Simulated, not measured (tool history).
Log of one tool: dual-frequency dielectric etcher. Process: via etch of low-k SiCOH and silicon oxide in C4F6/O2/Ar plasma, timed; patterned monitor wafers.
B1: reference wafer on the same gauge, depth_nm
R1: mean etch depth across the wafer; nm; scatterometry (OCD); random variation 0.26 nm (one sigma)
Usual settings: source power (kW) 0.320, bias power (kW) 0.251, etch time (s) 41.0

Run 1, hour 0.0: usual settings but etch time (s) 45.0; B1 85.5. Result: R1 95.6 nm.
Run 2, hour 34.9: usual settings but etch time (s) 45.0; B1 85.4. Result: R1 95.8 nm.
Run 3, hour 70.7: usual settings but etch time (s) 45.0; B1 85.4. Result: R1 95.8 nm.
Run 4, hour 132.0: usual settings; B1 85.4. Result: R1 87.3 nm.
Run 5, hour 157.0: usual settings; B1 85.3. Result: R1 87.3 nm.
At hour 210.9: gauge calibrated.
At hour 242.9: wet clean of the chamber.
Run 6, hour 243.4: usual settings but etch time (s) 44.5; B1 86.7. Result: R1 96.2 nm.
At hour 274.6: source power generator calibrated.
Run 7, hour 295.5: usual settings but etch time (s) 44.5; B1 86.3. Result: R1 96.0 nm.
Run 8, hour 361.4: usual settings but source power (kW) 0.380, bias power (kW) 0.211, etch time (s) 29.5; B1 86.0. Result: R1 66.5 nm.
Run 9, hour 420.4: usual settings but bias power (kW) 0.293, etch time (s) 52.0; B1 85.8. Result: R1 116.4 nm.
Run 10, hour 450.2: usual settings but source power (kW) 0.370, etch time (s) 30.0; B1 85.6. Result: R1 69.8 nm.
At hour 541.1: upper electrode replaced.
Run 11, hour 541.6: usual settings; B1 85.5. Result: R1 87.6 nm.
At hour 547.2: bias power generator calibrated.
Run 12, hour 587.4: usual settings but source power (kW) 0.400, etch time (s) 48.0; B1 85.5. Result: R1 116.4 nm.
Run 13, hour 627.2: usual settings but source power (kW) 0.390, bias power (kW) 0.307, etch time (s) 31.5; B1 85.5. Result: R1 79.8 nm.
Run 14, hour 689.6: usual settings but source power (kW) 0.380; B1 85.4. Result: R1 97.0 nm.

Forecast each of these 5 alternatives for the next run:
Run A, hour 690.0: usual settings but bias power (kW) 0.290; B1 ?. Result: R1 ?.
Run B, hour 690.0: usual settings but source power (kW) 0.380, etch time (s) 29.5; B1 ?. Result: R1 ?.
Run C, hour 690.0: usual settings but bias power (kW) 0.280; B1 ?. Result: R1 ?.
Run D, hour 690.0: usual settings but source power (kW) 0.290, bias power (kW) 0.231; B1 ?. Result: R1 ?.
Run E, hour 690.0: usual settings but source power (kW) 0.370, bias power (kW) 0.281, etch time (s) 35.5; B1 ?. Result: R1 ?.

run    B1    R1
  A  85.5  90.7
  B  85.5  69.3
  C  85.5  89.8
  D  85.5  80.1
  E  85.5  84.7
Without the tool's hidden state the same runs would have given:
run    R1
  A  92.4
  B  70.6
  C  91.5
  D  81.7
  E  86.3
